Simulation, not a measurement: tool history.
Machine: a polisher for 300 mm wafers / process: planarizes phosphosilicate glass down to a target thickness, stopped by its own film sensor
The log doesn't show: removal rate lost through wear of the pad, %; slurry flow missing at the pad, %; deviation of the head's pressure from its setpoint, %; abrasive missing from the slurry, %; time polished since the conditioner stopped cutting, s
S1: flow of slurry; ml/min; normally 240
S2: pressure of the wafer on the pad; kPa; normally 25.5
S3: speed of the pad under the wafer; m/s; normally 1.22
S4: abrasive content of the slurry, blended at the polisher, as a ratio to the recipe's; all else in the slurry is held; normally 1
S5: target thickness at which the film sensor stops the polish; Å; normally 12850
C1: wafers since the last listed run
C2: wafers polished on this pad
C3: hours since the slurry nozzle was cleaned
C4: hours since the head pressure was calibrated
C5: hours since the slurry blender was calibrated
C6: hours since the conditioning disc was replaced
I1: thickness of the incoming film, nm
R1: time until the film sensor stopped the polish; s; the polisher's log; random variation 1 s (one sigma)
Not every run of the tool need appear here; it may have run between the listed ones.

run	hour	S1	S2	S3	S4	S5	C1	C2	C3	C4	C5	C6	I1	R1
1	0	240	25.5	1.22	1.15	12850	0	416	640.6	604.2	243.2	310	2036.5	69.5
2	6.3	240	29	1.22	1	12850	60	476	646.9	610.5	249.5	316.3	2031	65.6
3	21.8	240	29	1.22	1	12850	148	625	662.4	626	265	331.8	2083.9	72.5
# hour 27.8: worn pad replaced by a new one
4	30.6	240	29	1.22	1	12850	46	27	671.2	634.8	273.8	340.6	2039.4	62.7
5	43	240	25.5	1.22	1	12850	118	146	683.6	647.2	286.2	353	2034.9	71.2
6	50	240	25.5	1.22	1	12850	67	213	690.6	654.2	293.2	360	2003.5	70.7
7	65.5	240	25.5	1.22	1	12850	148	361	706.1	669.7	308.7	375.5	2068.7	77.1
# hour 77.3: head pressure recalibrated
# hour 79.7: slurry blender recalibrated
8	82.4	240	25.5	1.22	1	12850	123	485	723	5.1	2.7	392.4	2054.8	79.2
9	88.8	240	25.5	1.22	1	12850	61	546	729.4	11.5	9.1	398.8	2021.3	74.6
# hour 93: worn pad replaced by a new one
10	102.1	240	25.5	1.22	1	12850	89	87	742.7	24.8	22.4	412.1	2033.6	70.7
11	109.6	240	25.5	1.22	1.1	12850	71	159	750.2	32.3	29.9	419.6	2027.2	71.5
12	117	175	18.6	1.22	1	12850	70	229	757.6	39.7	37.3	427	2017.8	99.3
13	128.7	240	25.5	1.22	1	12850	112	342	769.3	51.4	49	438.7	2061.3	78
14	146.7	190	25.5	1.62	1	12850	172	514	787.3	69.4	67	456.7	2041.5	62.1
# hour 160.4: worn pad replaced by a new one
15	162.2	240	25.5	1.22	1	12850	110	17	802.8	84.9	82.5	472.2	2044.7	70.6
16	170	240	29.6	1.22	0.8	12850	74	92	810.6	92.7	90.3	480	2047.2	67
# hour 176.1: slurry nozzle cleaned
# hour 186.7: conditioning disc replaced and pad reconditioned
17	187.2	240	25.5	1.22	0.9	14300	136	228	11.1	109.9	107.5	0.5	2081.4	66.1
18	195	170	17.9	1.22	0.75	11390	74	303	18.9	117.7	115.3	8.3	2044.2	143.8
19	207.6	240	25.5	1.22	1	12850	120	424	31.5	130.3	127.9	20.9	2031.6	75
20	221.7	210	21.4	1.22	0.8	12850	135	559	45.6	144.4	142	35	2039.9	98.7
# hour 227.8: worn pad replaced by a new one
21	236.1	240	17.9	0.92	1	15060	99	80	60	158.8	156.4	49.4	2013.9	85.2

Forecast each of these 5 alternatives for the next run:
A	236.6	240	25.5	1.22	1	10830	4	84	60.5	159.3	156.9	49.9	2079.8	?
B	236.6	320	18.6	1.22	1	12850	4	84	60.5	159.3	156.9	49.9	2079.8	?
C	236.6	240	25.5	1.22	1	11000	4	84	60.5	159.3	156.9	49.9	2079.8	?
D	236.6	240	25.5	1.46	0.85	10600	4	84	60.5	159.3	156.9	49.9	2079.8	?
E	236.6	295	25.5	0.86	1	11200	4	84	60.5	159.3	156.9	49.9	2079.8	?

run	R1
A	94.6
B	101.1
C	93
D	88.4
E	118.5
Take away the tool's hidden state, keep each run's random variation, and the runs would have read:
run	R1
A	92.5
B	98.8
C	90.9
D	86.4
E	115.9
